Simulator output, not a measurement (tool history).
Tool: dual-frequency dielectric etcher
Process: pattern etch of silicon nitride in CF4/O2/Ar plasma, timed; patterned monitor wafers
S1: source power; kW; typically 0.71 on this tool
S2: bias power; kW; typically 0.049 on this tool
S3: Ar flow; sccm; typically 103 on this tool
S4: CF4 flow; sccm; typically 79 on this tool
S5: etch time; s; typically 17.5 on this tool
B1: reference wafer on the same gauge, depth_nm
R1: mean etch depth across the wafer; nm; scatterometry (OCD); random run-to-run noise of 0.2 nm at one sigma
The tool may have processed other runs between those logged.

Run 1, hour 0: usual settings; B1 34.7. Result: R1 38.42 nm.
At hour 62.3: wet clean of the chamber.
At hour 78.3: upper electrode replaced.
Run 2, hour 78.8: usual settings but S4 94 sccm; B1 34.7. Result: R1 40.18 nm.
Run 3, hour 92.9: usual settings; B1 34.72. Result: R1 38.18 nm.
At hour 166.1: bias power generator calibrated.
At hour 267.7: gauge calibrated.
At hour 269.5: source power generator calibrated.
Run 4, hour 270.9: usual settings; B1 34.71. Result: R1 38.46 nm.
Run 5, hour 331: usual settings but S1 0.8 kW, S3 120 sccm, S5 15.5 s; B1 34.74. Result: R1 37.59 nm.
Run 6, hour 376.7: usual settings but S3 78 sccm, S4 71 sccm; B1 34.7. Result: R1 38.83 nm.
Run 7, hour 418.2: usual settings but S1 0.88 kW; B1 34.74. Result: R1 47.31 nm.
Run 8, hour 455.6: usual settings but S1 0.63 kW, S2 0.055 kW, S3 86 sccm, S5 14.5 s; B1 34.7. Result: R1 29.62 nm.
At hour 508.1: wet clean of the chamber.
Run 9, hour 508.6: usual settings; B1 34.69. Result: R1 38.64 nm.
At hour 635.6: CF4 flow controller replaced.
Run 10, hour 700.7: usual settings but S2 0.045 kW; B1 34.7. Result: R1 37.92 nm.
Run 11, hour 753.1: usual settings; B1 34.72. Result: R1 38.63 nm.
Run 12, hour 820: usual settings; B1 34.67. Result: R1 38.69 nm.
Run 13, hour 886.9: usual settings but S5 14.5 s; B1 34.68. Result: R1 31.9 nm.
Run 14, hour 942.1: usual settings but S4 84 sccm, S5 20.5 s; B1 34.68. Result: R1 45.49 nm.
At hour 984.8: wet clean of the chamber.
Run 15, hour 1024.7: usual settings; B1 34.69. Result: R1 38.81 nm.
Run 16, hour 1093.2: usual settings but S1 0.6 kW, S3 78 sccm, S4 60 sccm; B1 34.7. Result: R1 31.34 nm.
Run 17, hour 1135.2: usual settings; B1 34.71. Result: R1 38.52 nm.
Run 18, hour 1194: usual settings but S1 0.82 kW, S3 119 sccm, S5 14 s; B1 34.7. Result: R1 34.99 nm.
Run 19, hour 1258.9: usual settings but S3 77 sccm; B1 34.7. Result: R1 39.94 nm.
Run 20, hour 1317.5: usual settings but S5 19 s; B1 34.75. Result: R1 41.89 nm.
Run 21, hour 1373: usual settings but S5 15.5 s; B1 34.69. Result: R1 33.82 nm.

State the hidden condition of the tool at each of the runs:
etch rate over this chamber's usual, %: 0 in every run
source power that arrives over what is set, %: 0 in every run
bias power that arrives over what is set, %: 0 in every run
Ar flow that arrives over what is set, %: 0 in every run
CF4 flow that arrives over what is set, %: 0 in every run
gauge reads high (%): 0 in every run
